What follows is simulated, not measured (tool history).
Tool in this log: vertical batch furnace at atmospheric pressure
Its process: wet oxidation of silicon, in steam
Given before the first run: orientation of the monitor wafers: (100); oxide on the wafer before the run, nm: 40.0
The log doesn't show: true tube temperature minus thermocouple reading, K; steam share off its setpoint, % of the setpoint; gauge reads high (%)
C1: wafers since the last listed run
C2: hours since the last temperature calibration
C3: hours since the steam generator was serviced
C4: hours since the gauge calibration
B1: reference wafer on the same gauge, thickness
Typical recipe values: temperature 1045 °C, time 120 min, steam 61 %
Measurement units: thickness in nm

Run 1, hour 0: usual settings; C1 0; C2 2363.1; C3 2247.6; C4 153.8; B1 517.67. Result: thickness 622.84 nm.
Run 2, hour 23.1: usual settings; C1 220; C2 2386.2; C3 2270.7; C4 176.9; B1 517.87. Result: thickness 620.29 nm.
Run 3, hour 40.1: usual settings but temperature 1036 °C, steam 64 %; C1 162; C2 2403.2; C3 2287.7; C4 193.9; B1 518.04. Result: thickness 608.7 nm.
Run 4, hour 62.7: usual settings but temperature 1036 °C, steam 64 %; C1 216; C2 2425.8; C3 2310.3; C4 216.5; B1 517.98. Result: thickness 609.93 nm.
Run 5, hour 85.3: usual settings but steam 57 %; C1 216; C2 2448.4; C3 2332.9; C4 239.1; B1 518.36. Result: thickness 593.72 nm.
Run 6, hour 103.3: usual settings but steam 57 %; C1 172; C2 2466.4; C3 2350.9; C4 257.1; B1 517.83. Result: thickness 593.93 nm.
Run 7, hour 115.2: usual settings but temperature 1036 °C, steam 67 %; C1 113; C2 2478.3; C3 2362.8; C4 269; B1 518.16. Result: thickness 625.93 nm.
Run 8, hour 131.5: usual settings but temperature 1036 °C, steam 67 %; C1 155; C2 2494.6; C3 2379.1; C4 285.3; B1 518.19. Result: thickness 623.34 nm.
At hour 173.5: thermocouples replaced and temperature profile calibrated.
Run 9, hour 192.1: usual settings; C1 350; C2 18.6; C3 2439.7; C4 345.9; B1 518. Result: thickness 616.3 nm.
At hour 223.7: steam generator serviced.
Run 10, hour 224.2: usual settings; C1 77; C2 50.7; C3 0.5; C4 378; B1 518.14. Result: thickness 601.74 nm.
Run 11, hour 236.4: usual settings; C1 116; C2 62.9; C3 12.7; C4 390.2; B1 518.04. Result: thickness 602.15 nm.
Run 12, hour 245.9: usual settings; C1 90; C2 72.4; C3 22.2; C4 399.7; B1 517.69. Result: thickness 600.11 nm.
Run 13, hour 255.5: usual settings but steam 65 %; C1 91; C2 82; C3 31.8; C4 409.3; B1 518.15. Result: thickness 624.5 nm.
At hour 267: gauge calibrated.
Run 14, hour 272.2: usual settings; C1 159; C2 98.7; C3 48.5; C4 5.2; B1 517.86. Result: thickness 600.21 nm.
At hour 306.8: steam generator serviced, repeated, since the last time left the tool worse.
Run 15, hour 307.3: usual settings; C1 106; C2 133.8; C3 0.5; C4 40.3; B1 517.93. Result: thickness 641.55 nm.
Run 16, hour 313.5: usual settings but time 88 min, steam 72 %; C1 59; C2 140; C3 6.7; C4 46.5; B1 518.07. Result: thickness 589.3 nm.
Run 17, hour 319.6: usual settings; C1 58; C2 146.1; C3 12.8; C4 52.6; B1 518.12. Result: thickness 640.66 nm.
Run 18, hour 329.9: usual settings; C1 98; C2 156.4; C3 23.1; C4 62.9; B1 517.91. Result: thickness 642.03 nm.
Run 19, hour 353.9: usual settings; C1 229; C2 180.4; C3 47.1; C4 86.9; B1 517.79. Result: thickness 639.8 nm.
Run 20, hour 379.8: usual settings but temperature 1038 °C, time 88.5 min; C1 247; C2 206.3; C3 73; C4 112.8; B1 518.21. Result: thickness 516.28 nm.
Run 21, hour 391.5: usual settings but temperature 1029 °C, time 83 min, steam 66 %; C1 111; C2 218; C3 84.7; C4 124.5; B1 517.8. Result: thickness 495.11 nm.
Run 22, hour 406: usual settings; C1 138; C2 232.5; C3 99.2; C4 139; B1 517.99. Result: thickness 641.42 nm.
Run 23, hour 415.2: usual settings; C1 88; C2 241.7; C3 108.4; C4 148.2; B1 518.06. Result: thickness 639.66 nm.
Run 24, hour 442.1: usual settings but temperature 1023 °C, time 166 min, steam 51 %; C1 257; C2 268.6; C3 135.3; C4 175.1; B1 517.79. Result: thickness 624.69 nm.
Run 25, hour 458.6: usual settings but temperature 1026 °C, time 101.5 min, steam 64 %; C1 157; C2 285.1; C3 151.8; C4 191.6; B1 518.13. Result: thickness 539.09 nm.
Run 26, hour 475.2: usual settings but temperature 1025 °C, time 61 min, steam 57 %; C1 158; C2 301.7; C3 168.4; C4 208.2; B1 517.97. Result: thickness 364.85 nm.
Run 27, hour 499.5: usual settings; C1 232; C2 326; C3 192.7; C4 232.5; B1 518.06. Result: thickness 640.07 nm.
Run 28, hour 511.4: usual settings but temperature 1029 °C, time 101 min; C1 113; C2 337.9; C3 204.6; C4 244.4; B1 517.8. Result: thickness 532.1 nm.
Run 29, hour 523: usual settings but temperature 1054 °C, time 158.5 min, steam 67 %; C1 110; C2 349.5; C3 216.2; C4 256; B1 517.84. Result: thickness 829.68 nm.
Run 30, hour 547.7: usual settings but temperature 1063 °C, time 159 min, steam 65 %; C1 236; C2 374.2; C3 240.9; C4 280.7; B1 518.03. Result: thickness 842.62 nm.

Results per run with the tool's hidden condition removed, run-to-run variation unchanged:
run  thickness
  1     643.81
  2     641.55
  3     630.09
  4     631.73
  5     615.13
  6     615.63
  7     649.14
  8     646.74
  9     640.26
 10     641.71
 11     642.15
 12     639.99
 13     665.85
 14     640.09
 15     641.95
 16     589.66
 17     641.06
 18     642.43
 19      640.2
 20     516.62
 21     495.45
 22     641.85
 23     640.09
 24     625.15
 25      539.5
 26     365.15
 27     640.59
 28     532.56
 29     830.37
 30     843.37
